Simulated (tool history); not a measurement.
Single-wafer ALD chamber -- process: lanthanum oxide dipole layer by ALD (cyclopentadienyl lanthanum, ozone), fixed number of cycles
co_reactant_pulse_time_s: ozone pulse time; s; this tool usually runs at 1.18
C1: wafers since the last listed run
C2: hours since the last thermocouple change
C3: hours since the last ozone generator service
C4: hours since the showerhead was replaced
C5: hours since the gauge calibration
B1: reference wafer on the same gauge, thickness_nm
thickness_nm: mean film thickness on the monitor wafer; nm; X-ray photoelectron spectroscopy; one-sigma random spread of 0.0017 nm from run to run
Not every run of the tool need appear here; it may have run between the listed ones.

Run 1, hour 0: usual settings but co_reactant_pulse_time_s 1.46 s; C1 0; C2 1281.1; C3 1513; C4 6650.7; C5 413; B1 0.51. Result: thickness_nm 0.543 nm.
Run 2, hour 35.9: usual settings but co_reactant_pulse_time_s 1.46 s; C1 948; C2 1317; C3 1548.9; C4 6686.6; C5 448.9; B1 0.51. Result: thickness_nm 0.544 nm.
Run 3, hour 65.5: usual settings but co_reactant_pulse_time_s 1.02 s; C1 781; C2 1346.6; C3 1578.5; C4 6716.2; C5 478.5; B1 0.51. Result: thickness_nm 0.484 nm.
Run 4, hour 86.9: usual settings but co_reactant_pulse_time_s 1.02 s; C1 565; C2 1368; C3 1599.9; C4 6737.6; C5 499.9; B1 0.51. Result: thickness_nm 0.486 nm.
Run 5, hour 129.2: usual settings but co_reactant_pulse_time_s 1.02 s; C1 1117; C2 1410.3; C3 1642.2; C4 6779.9; C5 542.2; B1 0.51. Result: thickness_nm 0.482 nm.
Run 6, hour 141.4: usual settings but co_reactant_pulse_time_s 1.3 s; C1 322; C2 1422.5; C3 1654.4; C4 6792.1; C5 554.4; B1 0.51. Result: thickness_nm 0.526 nm.
Run 7, hour 170.2: usual settings but co_reactant_pulse_time_s 1.3 s; C1 760; C2 1451.3; C3 1683.2; C4 6820.9; C5 583.2; B1 0.51. Result: thickness_nm 0.529 nm.
Run 8, hour 204.5: usual settings but co_reactant_pulse_time_s 1.54 s; C1 905; C2 1485.6; C3 1717.5; C4 6855.2; C5 617.5; B1 0.51. Result: thickness_nm 0.548 nm.
At hour 226.9: gauge calibrated.
Run 9, hour 233.6: usual settings; C1 768; C2 1514.7; C3 1746.6; C4 6884.3; C5 6.7; B1 0.51. Result: thickness_nm 0.509 nm.
At hour 243: ozone generator serviced.
Run 10, hour 266.2: usual settings; C1 649; C2 1547.3; C3 23.2; C4 6916.9; C5 39.3; B1 0.51. Result: thickness_nm 0.531 nm.
Run 11, hour 293.5: usual settings but co_reactant_pulse_time_s 1.42 s; C1 721; C2 1574.6; C3 50.5; C4 6944.2; C5 66.6; B1 0.509. Result: thickness_nm 0.554 nm.
Run 12, hour 321.7: usual settings but co_reactant_pulse_time_s 1.42 s; C1 744; C2 1602.8; C3 78.7; C4 6972.4; C5 94.8; B1 0.51. Result: thickness_nm 0.55 nm.
At hour 359.6: showerhead replaced.
Run 13, hour 360.1: usual settings; C1 802; C2 1641.2; C3 117.1; C4 0.5; C5 133.2; B1 0.51. Result: thickness_nm 0.53 nm.
Run 14, hour 385.5: usual settings but co_reactant_pulse_time_s 1.65 s; C1 670; C2 1666.6; C3 142.5; C4 25.9; C5 158.6; B1 0.51. Result: thickness_nm 0.569 nm.
Run 15, hour 417.4: usual settings; C1 842; C2 1698.5; C3 174.4; C4 57.8; C5 190.5; B1 0.51. Result: thickness_nm 0.527 nm.
Run 16, hour 432.1: usual settings but co_reactant_pulse_time_s 1.61 s; C1 388; C2 1713.2; C3 189.1; C4 72.5; C5 205.2; B1 0.51. Result: thickness_nm 0.562 nm.
Run 17, hour 460.3: usual settings but co_reactant_pulse_time_s 0.75 s; C1 744; C2 1741.4; C3 217.3; C4 100.7; C5 233.4; B1 0.51. Result: thickness_nm 0.44 nm.
Run 18, hour 488.8: usual settings; C1 752; C2 1769.9; C3 245.8; C4 129.2; C5 261.9; B1 0.511. Result: thickness_nm 0.526 nm.
At hour 513.8: thermocouple changed; heater temperature recalibrated.
Run 19, hour 517.7: usual settings but co_reactant_pulse_time_s 0.92 s; C1 551; C2 3.9; C3 274.7; C4 158.1; C5 290.8; B1 0.51. Result: thickness_nm 0.484 nm.
Run 20, hour 549.8: usual settings but co_reactant_pulse_time_s 1.64 s; C1 847; C2 36; C3 306.8; C4 190.2; C5 322.9; B1 0.511. Result: thickness_nm 0.563 nm.

Run 21 comes next. What will it give?
Run 21, hour 565.3: usual settings but co_reactant_pulse_time_s 0.71 s; C1 409; C2 51.5; C3 322.3; C4 205.7; C5 338.4; B1 ?. Result: thickness_nm ?.

B1: 0.51
thickness_nm: 0.421 nm
The same run, on a tool lacking any hidden state, would have yielded thickness_nm 0.428 nm.

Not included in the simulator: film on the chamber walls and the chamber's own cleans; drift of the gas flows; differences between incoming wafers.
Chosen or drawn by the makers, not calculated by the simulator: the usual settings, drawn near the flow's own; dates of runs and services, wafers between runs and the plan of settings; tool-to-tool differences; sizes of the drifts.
